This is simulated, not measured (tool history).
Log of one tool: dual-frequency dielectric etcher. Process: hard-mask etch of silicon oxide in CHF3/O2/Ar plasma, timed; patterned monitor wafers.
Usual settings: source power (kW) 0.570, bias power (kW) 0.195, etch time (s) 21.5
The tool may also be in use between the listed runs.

| run | day | source power (kW) | bias power (kW) | etch time (s) | wafers since the last listed run | hours since the last wet clean | hours since the last source power generator calibration | hours since the last bias power generator calibration | hours since the last upper electrode change | hours since the gauge calibration | read-back reference wafer on the same gauge, depth_nm | mean etch depth across the wafer (angstrom) |
|---|---|---|---|---|---|---|---|---|---|---|---|---|
| 1 | 0.000 | 0.570 | 0.195 | 17.5 | 0 | 377.7 | 3400.9 | 1110.8 | 1733.9 | 1487.3 | 38.18 | 307.2 |
| 2 | 3.629 | 0.570 | 0.195 | 21.5 | 1766 | 464.8 | 3488.0 | 1197.9 | 1821.0 | 1574.4 | 38.28 | 376.8 |
|  | 5.783 | wet clean of the chamber |
| 3 | 5.804 | 0.570 | 0.195 | 21.5 | 571 | 0.5 | 3540.2 | 1250.1 | 1873.2 | 1626.6 | 38.21 | 398.9 |
| 4 | 7.567 | 0.570 | 0.195 | 21.5 | 857 | 42.8 | 3582.5 | 1292.4 | 1915.5 | 1668.9 | 38.22 | 396.7 |
| 5 | 11.508 | 0.570 | 0.195 | 21.5 | 1918 | 137.4 | 3677.1 | 1387.0 | 2010.1 | 1763.5 | 38.27 | 394.4 |
| 6 | 14.046 | 0.460 | 0.230 | 21.5 | 1235 | 198.3 | 3738.0 | 1447.9 | 2071.0 | 1824.4 | 38.17 | 361.7 |
| 7 | 17.642 | 0.570 | 0.195 | 21.5 | 1750 | 284.6 | 3824.3 | 1534.2 | 2157.3 | 1910.7 | 38.13 | 386.3 |
| 8 | 19.200 | 0.570 | 0.195 | 21.5 | 758 | 322.0 | 3861.7 | 1571.6 | 2194.7 | 1948.1 | 38.19 | 382.5 |
| 9 | 20.892 | 0.570 | 0.195 | 21.5 | 823 | 362.6 | 3902.3 | 1612.2 | 2235.3 | 1988.7 | 38.24 | 380.8 |
| 10 | 23.396 | 0.570 | 0.195 | 25.5 | 1218 | 422.7 | 3962.4 | 1672.3 | 2295.4 | 2048.8 | 38.19 | 448.6 |
| 11 | 26.150 | 0.510 | 0.195 | 21.5 | 1340 | 488.8 | 4028.5 | 1738.4 | 2361.5 | 2114.9 | 38.20 | 353.1 |
|  | 27.388 | upper electrode replaced, of another model than before |
| 12 | 28.150 | 0.650 | 0.148 | 21.5 | 486 | 536.8 | 4076.5 | 1786.4 | 18.3 | 2162.9 | 38.24 | 351.1 |
|  | 32.108 | wet clean of the chamber |
| 13 | 32.129 | 0.480 | 0.149 | 21.5 | 1450 | 0.5 | 4172.0 | 1881.9 | 113.8 | 2258.4 | 38.07 | 321.3 |
| 14 | 34.154 | 0.570 | 0.195 | 21.5 | 985 | 49.1 | 4220.6 | 1930.5 | 162.4 | 2307.0 | 38.16 | 396.2 |
|  | 35.958 | source power generator calibrated |
| 15 | 38.350 | 0.570 | 0.178 | 25.0 | 1961 | 149.8 | 57.4 | 2031.2 | 263.1 | 2407.7 | 38.26 | 434.4 |
| 16 | 40.338 | 0.500 | 0.216 | 17.5 | 967 | 197.5 | 105.1 | 2078.9 | 310.8 | 2455.4 | 38.20 | 309.4 |
|  | 41.496 | gauge calibrated |
| 17 | 44.508 | 0.620 | 0.222 | 27.5 | 2030 | 297.6 | 205.2 | 2179.0 | 410.9 | 72.3 | 38.19 | 544.0 |
| 18 | 46.692 | 0.570 | 0.212 | 21.5 | 1062 | 350.0 | 257.6 | 2231.4 | 463.3 | 124.7 | 38.18 | 399.9 |
|  | 48.042 | bias power generator calibrated |
| 19 | 49.621 | 0.570 | 0.195 | 21.5 | 1344 | 420.3 | 327.9 | 37.9 | 533.6 | 195.0 | 38.21 | 376.9 |
| 20 | 52.471 | 0.570 | 0.195 | 21.5 | 1387 | 488.7 | 396.3 | 106.3 | 602.0 | 263.4 | 38.16 | 375.0 |
|  | 55.458 | wet clean of the chamber |
| 21 | 55.733 | 0.570 | 0.219 | 15.0 | 1101 | 6.6 | 474.6 | 184.6 | 680.3 | 341.7 | 38.20 | 295.5 |
| 22 | 59.800 | 0.570 | 0.164 | 20.0 | 1979 | 104.2 | 572.2 | 282.2 | 777.9 | 439.3 | 38.33 | 337.3 |
| 23 | 63.946 | 0.690 | 0.195 | 16.0 | 2017 | 203.7 | 671.7 | 381.7 | 877.4 | 538.8 | 38.25 | 319.2 |
| 24 | 68.188 | 0.570 | 0.195 | 21.5 | 2064 | 305.5 | 773.5 | 483.5 | 979.2 | 640.6 | 38.16 | 389.9 |
| 25 | 70.283 | 0.620 | 0.235 | 16.0 | 1020 | 355.8 | 823.8 | 533.8 | 1029.5 | 690.9 | 38.20 | 328.4 |
| 26 | 72.250 | 0.570 | 0.195 | 21.5 | 957 | 403.0 | 871.0 | 581.0 | 1076.7 | 738.1 | 38.09 | 383.6 |
| 27 | 74.950 | 0.690 | 0.228 | 26.0 | 1314 | 467.8 | 935.8 | 645.8 | 1141.5 | 802.9 | 38.20 | 541.2 |
| 28 | 76.600 | 0.480 | 0.195 | 27.0 | 803 | 507.4 | 975.4 | 685.4 | 1181.1 | 842.5 | 38.11 | 441.9 |
| 29 | 79.608 | 0.640 | 0.195 | 21.5 | 1464 | 579.6 | 1047.6 | 757.6 | 1253.3 | 914.7 | 38.15 | 403.1 |

4 ways to go on from here, each from the tool as it stands after run 29. What would each give?
| A | 79.625 | 0.570 | 0.195 | 21.5 | 8 | 580.0 | 1048.0 | 758.0 | 1253.7 | 915.1 | ? | ? |
| B | 79.625 | 0.570 | 0.209 | 21.5 | 8 | 580.0 | 1048.0 | 758.0 | 1253.7 | 915.1 | ? | ? |
| C | 79.625 | 0.570 | 0.164 | 17.0 | 8 | 580.0 | 1048.0 | 758.0 | 1253.7 | 915.1 | ? | ? |
| D | 79.625 | 0.480 | 0.209 | 26.0 | 8 | 580.0 | 1048.0 | 758.0 | 1253.7 | 915.1 | ? | ? |

| run | read-back reference wafer on the same gauge, depth_nm | mean etch depth across the wafer (angstrom) |
|---|---|---|
| A | 38.13 | 379.4 |
| B | 38.13 | 392.1 |
| C | 38.13 | 275.9 |
| D | 38.13 | 437.2 |
Without the tool's hidden state the same runs would have given:
| run | mean etch depth across the wafer (angstrom) |
|---|---|
| A | 398.3 |
| B | 411.6 |
| C | 289.6 |
| D | 458.9 |
